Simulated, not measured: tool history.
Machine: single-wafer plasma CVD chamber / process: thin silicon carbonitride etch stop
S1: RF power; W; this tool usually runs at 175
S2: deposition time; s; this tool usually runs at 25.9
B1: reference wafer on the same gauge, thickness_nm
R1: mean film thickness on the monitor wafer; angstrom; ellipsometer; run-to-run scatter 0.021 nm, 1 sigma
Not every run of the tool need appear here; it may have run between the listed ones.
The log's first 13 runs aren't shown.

Run 14, hour 499.6: usual settings; B1 15.301. Result: R1 139.28 angstrom.
Run 15, hour 523.9: usual settings; B1 15.301. Result: R1 139.59 angstrom.
At hour 528.2: gauge calibrated.
Run 16, hour 594.6: usual settings but S1 145 W, S2 24.4 s; B1 15.302. Result: R1 122.32 angstrom.
Run 17, hour 622.9: usual settings but S2 29.6 s; B1 15.302. Result: R1 159.15 angstrom.
At hour 649.2: showerhead replaced.
Run 18, hour 689.8: usual settings but S1 185 W, S2 27.7 s; B1 15.304. Result: R1 152.24 angstrom.
Run 19, hour 719.8: usual settings but S1 200 W, S2 29.3 s; B1 15.303. Result: R1 165.73 angstrom.
Run 20, hour 784.5: usual settings; B1 15.301. Result: R1 139.04 angstrom.
Run 21, hour 818.9: usual settings but S1 200 W, S2 28.3 s; B1 15.303. Result: R1 159.8 angstrom.
At hour 842.9: thermocouple changed; heater temperature recalibrated.
Run 22, hour 885.4: usual settings but S1 200 W, S2 22.5 s; B1 15.3. Result: R1 127.07 angstrom.
Run 23, hour 931.7: usual settings but S1 205 W, S2 21.1 s; B1 15.301. Result: R1 120.13 angstrom.
Run 24, hour 994: usual settings but S1 205 W; B1 15.301. Result: R1 147.47 angstrom.
Run 25, hour 1030: usual settings but S2 21.1 s; B1 15.298. Result: R1 113.12 angstrom.
Run 26, hour 1070.5: usual settings but S2 28.5 s; B1 15.298. Result: R1 152.81 angstrom.
Run 27, hour 1109: usual settings but S1 160 W, S2 21.5 s; B1 15.298. Result: R1 111.28 angstrom.
Run 28, hour 1143.4: usual settings but S1 145 W, S2 24.4 s; B1 15.3. Result: R1 122.01 angstrom.
Run 29, hour 1175.6: usual settings but S1 150 W, S2 30.1 s; B1 15.297. Result: R1 151.87 angstrom.
Run 30, hour 1224.9: usual settings; B1 15.297. Result: R1 138.75 angstrom.

4 options for the next run, each taken on its own from the tool as it stands now. Forecast them:
Run A, hour 1225.3: usual settings; B1 ?. Result: R1 ?.
Run B, hour 1225.3: usual settings but S1 190 W; B1 ?. Result: R1 ?.
Run C, hour 1225.3: usual settings but S1 185 W, S2 28.7 s; B1 ?. Result: R1 ?.
Run D, hour 1225.3: usual settings but S1 205 W, S2 30.2 s; B1 ?. Result: R1 ?.

run    B1      R1
  A  15.3  138.88
  B  15.3  143.21
  C  15.3  157.13
  D  15.3  171.71
Take away the tool's hidden state, keep each run's random variation, and the runs would have read:
run      R1
  A  139.58
  B  143.93
  C  157.92
  D  172.57
